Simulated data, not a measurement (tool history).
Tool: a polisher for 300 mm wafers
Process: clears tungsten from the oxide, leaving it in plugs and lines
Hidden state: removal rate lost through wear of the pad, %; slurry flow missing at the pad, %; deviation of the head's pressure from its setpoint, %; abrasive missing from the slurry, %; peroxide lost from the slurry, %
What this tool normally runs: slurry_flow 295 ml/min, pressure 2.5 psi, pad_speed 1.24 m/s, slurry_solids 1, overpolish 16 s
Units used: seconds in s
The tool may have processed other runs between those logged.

run   hour  slurry_flow  pressure  pad_speed  slurry_solids  overpolish  wafers since the last listed run  wafers polished on this pad  hours since the slurry nozzle was cleaned  hours since the head pressure was calibrated  hours since the slurry blender was calibrated  hours since the slurry got fresh peroxide  incoming thickness of the incoming film, nm  seconds
  1      0          295       2.5       1.24              1          16                                 0                          995                                      186.6                                           142                                          258.7                                        9.3                                        261.5     74.8
       0.1  -- slurry blender recalibrated
       8.6  -- worn pad replaced by a new one
  2     30          295       2.5       1.24              1          16                               257                          212                                      216.6                                           172                                           29.9                                       39.3                                        256.2     73.3
  3   53.7          295       2.5       1.24              1          16                               235                          447                                      240.3                                         195.7                                           53.6                                         63                                        258.9     74.2
  4   81.7          295       2.5       1.24              1          16                               277                          725                                      268.3                                         223.7                                           81.6                                         91                                        260.2     73.9
     113.8  -- slurry tank refilled with fresh slurry and peroxide
     118.2  -- worn pad replaced by a new one
  5  118.7          295       2.5       1.24              1          16                               317                            5                                      305.3                                         260.7                                          118.6                                        4.9                                        262.2     75.5
  6  129.2          295       2.5       1.24              1          16                               104                          109                                      315.8                                         271.2                                          129.1                                       15.4                                        254.8     72.3
  7  141.2          295       2.5       1.24              1          16                               118                          228                                      327.8                                         283.2                                          141.1                                       27.4                                        256.4     73.7
  8  174.2          295       2.5       1.24              1          16                               327                          555                                      360.8                                         316.2                                          174.1                                       60.4                                        260.4     74.6
  9  187.4          295       2.5       1.24              1          16                               130                          686                                        374                                         329.4                                          187.3                                       73.6                                        261.8     75.2
     211.3  -- head pressure recalibrated
     215.2  -- slurry nozzle cleaned
     224.6  -- worn pad replaced by a new one
 10  225.1          295       2.5       1.24              1          16                               304                            5                                        9.9                                          13.8                                            225                                      111.3                                        263.3     73.5
 11  246.8          295       2.5       1.36              1          16                               215                          220                                       31.6                                          35.5                                          246.7                                        133                                        265.6     67.8
 12  259.6          295       2.5       1.24              1          16                               126                          347                                       44.4                                          48.3                                          259.5                                      145.8                                        260.2     71.7
     264.3  -- slurry tank refilled with fresh slurry and peroxide
 13  280.9          295       2.5       1.24              1          16                               201                          548                                       65.7                                          69.6                                          280.8                                       16.6                                        261.5     72.8
       284  -- slurry blender recalibrated
 14  311.2          240       3.3       1.42              1          20                               280                          829                                         96                                          99.9                                           27.2                                       46.9                                        257.7       49
 15  332.1          295       3.2       1.58              1          16                               207                         1036                                      116.9                                         120.8                                           48.1                                       67.8                                        260.4     46.4
     339.4  -- worn pad replaced by a new one
 16  352.5          295       2.5       1.24              1          16                               162                          129                                      137.3                                         141.2                                           68.5                                       88.2                                        260.9     75.3
 17    369          295       2.5       1.24              1          16                               163                          293                                      153.8                                         157.7                                             85                                      104.7                                        264.3     75.1
     397.1  -- slurry tank refilled with fresh slurry and peroxide
 18  397.7          295       2.5       0.86              1          16                               274                          568                                      182.5                                         186.4                                          113.7                                        0.6                                        259.5    102.8
 19  426.9          295       2.5       1.24              1          16                               289                          857                                      211.7                                         215.6                                          142.9                                       29.8                                        261.7     74.8
 20  446.7          295       2.5       1.24            0.9          16                               196                         1053                                      231.5                                         235.4                                          162.7                                       49.6                                        256.4     74.9
     460.9  -- worn pad replaced by a new one
 21  474.1          390       2.5       1.48              1          21                               232                          130                                      258.9                                         262.8                                          190.1                                         77                                        261.2     61.8
 22  508.8          325       2.5       1.24              1          21                               344                          474                                      293.6                                         297.5                                          224.8                                      111.7                                        261.2     74.7
     531.9  -- slurry tank refilled with fresh slurry and peroxide
 23  536.7          200       2.5       1.42              1          10                               266                          741                                      321.5                                         325.4                                          252.7                                        4.8                                        259.6     68.2

What if the next run were any one of these 5? Each begins from the tool's condition after run 23:
  A  537.1          295       2.5       1.24              1          22                                 3                          745                                      321.9                                         325.8                                          253.1                                        5.2                                        261.2        ?
  B  537.1          215       3.2       1.52              1          16                                 3                          745                                      321.9                                         325.8                                          253.1                                        5.2                                        261.2        ?
  C  537.1          380       2.5       1.56              1          24                                 3                          745                                      321.9                                         325.8                                          253.1                                        5.2                                        261.2        ?
  D  537.1          200       1.8       1.44           1.15          16                                 3                          745                                      321.9                                         325.8                                          253.1                                        5.2                                        261.2        ?
  E  537.1          295       2.5       1.52           0.85          13                                 3                          745                                      321.9                                         325.8                                          253.1                                        5.2                                        261.2        ?

run  seconds
  A     76.3
  B     50.8
  C     60.4
  D     92.6
  E     65.6
Without the tool's hidden state the same runs would have given:
run  seconds
  A     73.4
  B     48.9
  C     58.1
  D     89.1
  E     63.1

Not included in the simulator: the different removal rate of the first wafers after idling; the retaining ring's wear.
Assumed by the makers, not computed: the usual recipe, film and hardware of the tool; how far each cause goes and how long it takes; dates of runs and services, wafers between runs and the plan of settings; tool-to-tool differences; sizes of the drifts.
